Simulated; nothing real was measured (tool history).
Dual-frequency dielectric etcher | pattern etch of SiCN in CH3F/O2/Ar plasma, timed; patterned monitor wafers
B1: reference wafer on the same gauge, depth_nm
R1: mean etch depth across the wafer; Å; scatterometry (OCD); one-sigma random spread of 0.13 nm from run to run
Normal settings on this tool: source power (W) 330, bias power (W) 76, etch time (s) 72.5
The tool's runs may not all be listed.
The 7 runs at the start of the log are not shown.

{"run": 8, "hour": 487.0, "source power (W)": 330, "bias power (W)": 63, "etch time (s)": 55.5, "B1": 30.7, "R1": 193.4}
{"run": 9, "hour": 573.8, "source power (W)": 370, "bias power (W)": 76, "etch time (s)": 72.5, "B1": 30.69, "R1": 282.4}
{"hour": 696.3, "done": "upper electrode replaced"}
{"run": 10, "hour": 696.8, "source power (W)": 330, "bias power (W)": 76, "etch time (s)": 72.5, "B1": 30.74, "R1": 274.5}
{"run": 11, "hour": 720.9, "source power (W)": 330, "bias power (W)": 76, "etch time (s)": 72.5, "B1": 30.72, "R1": 276.3}
{"run": 12, "hour": 791.8, "source power (W)": 330, "bias power (W)": 76, "etch time (s)": 58.5, "B1": 30.72, "R1": 223.5}
{"run": 13, "hour": 837.0, "source power (W)": 390, "bias power (W)": 69, "etch time (s)": 87.5, "B1": 30.7, "R1": 332.1}
{"run": 14, "hour": 875.9, "source power (W)": 330, "bias power (W)": 76, "etch time (s)": 72.5, "B1": 30.73, "R1": 279}
{"run": 15, "hour": 916.2, "source power (W)": 330, "bias power (W)": 76, "etch time (s)": 72.5, "B1": 30.74, "R1": 278.1}
{"run": 16, "hour": 1010.5, "source power (W)": 330, "bias power (W)": 63, "etch time (s)": 55.5, "B1": 30.71, "R1": 200.9}
{"run": 17, "hour": 1064.8, "source power (W)": 350, "bias power (W)": 61, "etch time (s)": 57, "B1": 30.66, "R1": 207.6}
{"hour": 1103.4, "done": "wet clean of the chamber"}
{"run": 18, "hour": 1136.3, "source power (W)": 310, "bias power (W)": 76, "etch time (s)": 72.5, "B1": 30.7, "R1": 263.1}
{"run": 19, "hour": 1230.1, "source power (W)": 330, "bias power (W)": 94, "etch time (s)": 86.5, "B1": 30.69, "R1": 344.7}
{"run": 20, "hour": 1269.9, "source power (W)": 270, "bias power (W)": 60, "etch time (s)": 81, "B1": 30.67, "R1": 266.4}
{"run": 21, "hour": 1314.5, "source power (W)": 330, "bias power (W)": 76, "etch time (s)": 59, "B1": 30.67, "R1": 219.1}
{"run": 22, "hour": 1377.0, "source power (W)": 330, "bias power (W)": 76, "etch time (s)": 63.5, "B1": 30.67, "R1": 236.8}
{"run": 23, "hour": 1474.1, "source power (W)": 400, "bias power (W)": 57, "etch time (s)": 87.5, "B1": 30.69, "R1": 307}
{"run": 24, "hour": 1526.3, "source power (W)": 330, "bias power (W)": 93, "etch time (s)": 83.5, "B1": 30.69, "R1": 335.4}
{"run": 25, "hour": 1619.3, "source power (W)": 330, "bias power (W)": 76, "etch time (s)": 72.5, "B1": 30.67, "R1": 273.5}
{"run": 26, "hour": 1704.4, "source power (W)": 370, "bias power (W)": 58, "etch time (s)": 88.5, "B1": 30.78, "R1": 312.3}
{"run": 27, "hour": 1758.9, "source power (W)": 330, "bias power (W)": 76, "etch time (s)": 72.5, "B1": 30.67, "R1": 276.5}
{"run": 28, "hour": 1810.9, "source power (W)": 330, "bias power (W)": 76, "etch time (s)": 72.5, "B1": 30.62, "R1": 276.7}
{"hour": 1855.4, "done": "wet clean of the chamber"}
{"run": 29, "hour": 1858.7, "source power (W)": 330, "bias power (W)": 84, "etch time (s)": 72.5, "B1": 30.69, "R1": 277.3}
{"run": 30, "hour": 1926.2, "source power (W)": 330, "bias power (W)": 76, "etch time (s)": 63.5, "B1": 30.7, "R1": 235.1}
{"run": 31, "hour": 1982.6, "source power (W)": 330, "bias power (W)": 76, "etch time (s)": 72.5, "B1": 30.7, "R1": 268.4}

Here are 3 independent what-if runs from the current tool condition. What would each one return?
{"run": "A", "hour": 1983.0, "source power (W)": 330, "bias power (W)": 76, "etch time (s)": 55.5, "B1": "?", "R1": "?"}
{"run": "B", "hour": 1983.0, "source power (W)": 280, "bias power (W)": 76, "etch time (s)": 85.5, "B1": "?", "R1": "?"}
{"run": "C", "hour": 1983.0, "source power (W)": 290, "bias power (W)": 69, "etch time (s)": 63.5, "B1": "?", "R1": "?"}

run=A B1=30.73 R1=204.5
run=B B1=30.73 R1=305
run=C B1=30.73 R1=220.1
Stripped of hidden state, with their random variation kept, the same runs would have yielded:
run=A R1=204
run=B R1=304.3
run=C R1=219.6
